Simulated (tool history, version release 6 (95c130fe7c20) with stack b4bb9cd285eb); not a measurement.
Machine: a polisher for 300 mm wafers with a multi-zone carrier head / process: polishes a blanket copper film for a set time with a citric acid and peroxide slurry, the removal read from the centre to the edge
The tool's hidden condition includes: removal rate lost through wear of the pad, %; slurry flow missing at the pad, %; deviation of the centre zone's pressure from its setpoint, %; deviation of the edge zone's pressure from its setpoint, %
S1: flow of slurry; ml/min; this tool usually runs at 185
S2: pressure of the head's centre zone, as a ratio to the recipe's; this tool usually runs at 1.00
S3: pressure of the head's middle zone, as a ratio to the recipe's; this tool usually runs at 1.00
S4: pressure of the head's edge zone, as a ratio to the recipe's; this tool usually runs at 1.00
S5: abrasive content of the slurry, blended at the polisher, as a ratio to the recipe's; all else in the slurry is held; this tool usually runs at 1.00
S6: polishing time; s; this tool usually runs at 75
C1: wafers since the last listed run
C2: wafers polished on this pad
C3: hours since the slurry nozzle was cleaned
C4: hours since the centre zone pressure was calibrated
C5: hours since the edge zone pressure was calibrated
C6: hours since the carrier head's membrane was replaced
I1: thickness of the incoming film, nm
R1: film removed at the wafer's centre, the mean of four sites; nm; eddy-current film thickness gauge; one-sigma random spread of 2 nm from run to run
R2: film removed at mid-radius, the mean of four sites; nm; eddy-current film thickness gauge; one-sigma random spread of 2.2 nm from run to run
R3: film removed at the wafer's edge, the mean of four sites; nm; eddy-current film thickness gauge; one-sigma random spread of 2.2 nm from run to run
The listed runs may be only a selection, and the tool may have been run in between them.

run 1 hour=0.0 | S1=185 S2=1.00 S3=1.00 S4=1.00 S5=1.00 S6=75 | C1=0 C2=81 C3=442.7 C4=728.9 C5=506.5 C6=679.9 | I1=586.1 | R1=243.7 R2=222.4 R3=222.3
run 2 hour=45.4 | S1=185 S2=1.00 S3=1.00 S4=1.00 S5=1.00 S6=75 | C1=328 C2=410 C3=488.1 C4=774.3 C5=551.9 C6=725.3 | I1=581.6 | R1=241.4 R2=220.4 R3=219.4
run 3 hour=79.7 | S1=185 S2=1.00 S3=1.00 S4=1.00 S5=1.00 S6=75 | C1=248 C2=658 C3=522.4 C4=808.6 C5=586.2 C6=759.6 | I1=579.4 | R1=241.6 R2=220.2 R3=220.4
run 4 hour=107.9 | S1=185 S2=1.00 S3=1.00 S4=1.00 S5=1.00 S6=75 | C1=204 C2=862 C3=550.6 C4=836.8 C5=614.4 C6=787.8 | I1=572.7 | R1=245.4 R2=223.2 R3=217.3
-- hour=147.9 worn pad replaced by a new one
run 5 hour=155.3 | S1=185 S2=1.00 S3=1.00 S4=1.00 S5=1.00 S6=75 | C1=314 C2=53 C3=598.0 C4=884.2 C5=661.8 C6=835.2 | I1=587.3 | R1=240.5 R2=221.6 R3=224.3
run 6 hour=213.6 | S1=185 S2=1.00 S3=1.00 S4=1.00 S5=1.10 S6=75 | C1=422 C2=475 C3=656.3 C4=942.5 C5=720.1 C6=893.5 | I1=575.0 | R1=250.9 R2=227.6 R3=225.2
run 7 hour=238.3 | S1=185 S2=1.00 S3=1.00 S4=1.00 S5=1.10 S6=75 | C1=178 C2=654 C3=681.0 C4=967.2 C5=744.8 C6=918.2 | I1=593.1 | R1=248.0 R2=228.2 R3=226.2
-- hour=251.9 centre zone pressure recalibrated
run 8 hour=281.1 | S1=185 S2=1.00 S3=1.00 S4=1.00 S5=1.10 S6=75 | C1=295 C2=949 C3=723.8 C4=29.2 C5=787.6 C6=961.0 | I1=575.8 | R1=226.1 R2=228.9 R3=224.4
run 9 hour=307.6 | S1=185 S2=1.00 S3=1.00 S4=1.00 S5=1.00 S6=75 | C1=191 C2=1141 C3=750.3 C4=55.7 C5=814.1 C6=987.5 | I1=580.8 | R1=222.3 R2=222.1 R3=218.3
-- hour=313.1 slurry nozzle cleaned
-- hour=315.0 worn pad replaced by a new one
-- hour=320.7 edge zone pressure recalibrated
run 10 hour=369.3 | S1=185 S2=1.00 S3=1.00 S4=1.00 S5=1.00 S6=75 | C1=411 C2=378 C3=56.2 C4=117.4 C5=48.6 C6=1049.2 | I1=588.8 | R1=229.8 R2=222.6 R3=220.2
run 11 hour=401.7 | S1=135 S2=1.00 S3=1.00 S4=0.89 S5=1.25 S6=75 | C1=234 C2=613 C3=88.6 C4=149.8 C5=81.0 C6=1081.6 | I1=583.2 | R1=228.7 R2=221.2 R3=212.0
run 12 hour=460.5 | S1=185 S2=1.00 S3=1.11 S4=1.00 S5=1.00 S6=75 | C1=425 C2=1039 C3=147.4 C4=208.6 C5=139.8 C6=1140.4 | I1=572.9 | R1=232.1 R2=245.5 R3=220.9
-- hour=492.7 worn pad replaced by a new one
run 13 hour=500.3 | S1=185 S2=1.00 S3=1.00 S4=1.00 S5=1.00 S6=75 | C1=259 C2=54 C3=187.2 C4=248.4 C5=179.6 C6=1180.2 | I1=584.0 | R1=234.8 R2=221.4 R3=223.0
run 14 hour=562.7 | S1=185 S2=0.93 S3=1.04 S4=1.00 S5=1.15 S6=75 | C1=451 C2=506 C3=249.6 C4=310.8 C5=242.0 C6=1242.6 | I1=574.2 | R1=231.6 R2=239.2 R3=230.4
-- hour=601.6 carrier head's membrane replaced by a new one
run 15 hour=626.9 | S1=185 S2=0.90 S3=1.00 S4=0.94 S5=1.00 S6=96 | C1=428 C2=935 C3=313.8 C4=375.0 C5=306.2 C6=25.3 | I1=576.1 | R1=277.5 R2=284.7 R3=272.3
-- hour=631.8 worn pad replaced by a new one
run 16 hour=691.2 | S1=185 S2=1.00 S3=1.00 S4=1.00 S5=1.00 S6=68 | C1=436 C2=430 C3=378.1 C4=439.3 C5=370.5 C6=89.6 | I1=580.7 | R1=218.6 R2=204.7 R3=203.2
run 17 hour=733.7 | S1=185 S2=1.00 S3=1.05 S4=1.00 S5=1.00 S6=75 | C1=307 C2=737 C3=420.6 C4=481.8 C5=413.0 C6=132.1 | I1=583.2 | R1=236.4 R2=235.1 R3=222.7
run 18 hour=768.1 | S1=185 S2=1.00 S3=1.00 S4=0.94 S5=1.00 S6=75 | C1=249 C2=986 C3=455.0 C4=516.2 C5=447.4 C6=166.5 | I1=582.5 | R1=241.1 R2=222.8 R3=213.8
-- hour=796.4 worn pad replaced by a new one
run 19 hour=816.5 | S1=215 S2=1.00 S3=0.94 S4=1.00 S5=0.90 S6=59 | C1=321 C2=145 C3=503.4 C4=564.6 C5=495.8 C6=214.9 | I1=573.4 | R1=195.2 R2=165.6 R3=169.7

Here are 3 independent what-if runs from the current tool condition. What would each one return?
run A hour=816.9 | S1=185 S2=0.96 S3=1.00 S4=1.00 S5=1.00 S6=75 | C1=2 C2=148 C3=503.8 C4=565.0 C5=496.2 C6=215.3 | I1=583.8 | R1=? R2=? R3=?
run B hour=816.9 | S1=185 S2=1.00 S3=1.00 S4=0.92 S5=1.00 S6=52 | C1=2 C2=148 C3=503.8 C4=565.0 C5=496.2 C6=215.3 | I1=583.8 | R1=? R2=? R3=?
run C hour=816.9 | S1=185 S2=1.00 S3=1.00 S4=1.04 S5=0.85 S6=75 | C1=2 C2=148 C3=503.8 C4=565.0 C5=496.2 C6=215.3 | I1=583.8 | R1=? R2=? R3=?

run=A R1=232.8 R2=222.5 R3=220.5
run=B R1=168.1 R2=154.2 R3=146.9
run=C R1=232.4 R2=213.2 R3=215.4
Without the tool's unlogged condition, the same runs would have read:
run=A R1=212.0 R2=222.6 R3=220.5
run=B R1=153.2 R2=154.3 R3=146.9
run=C R1=211.7 R2=213.3 R3=215.4

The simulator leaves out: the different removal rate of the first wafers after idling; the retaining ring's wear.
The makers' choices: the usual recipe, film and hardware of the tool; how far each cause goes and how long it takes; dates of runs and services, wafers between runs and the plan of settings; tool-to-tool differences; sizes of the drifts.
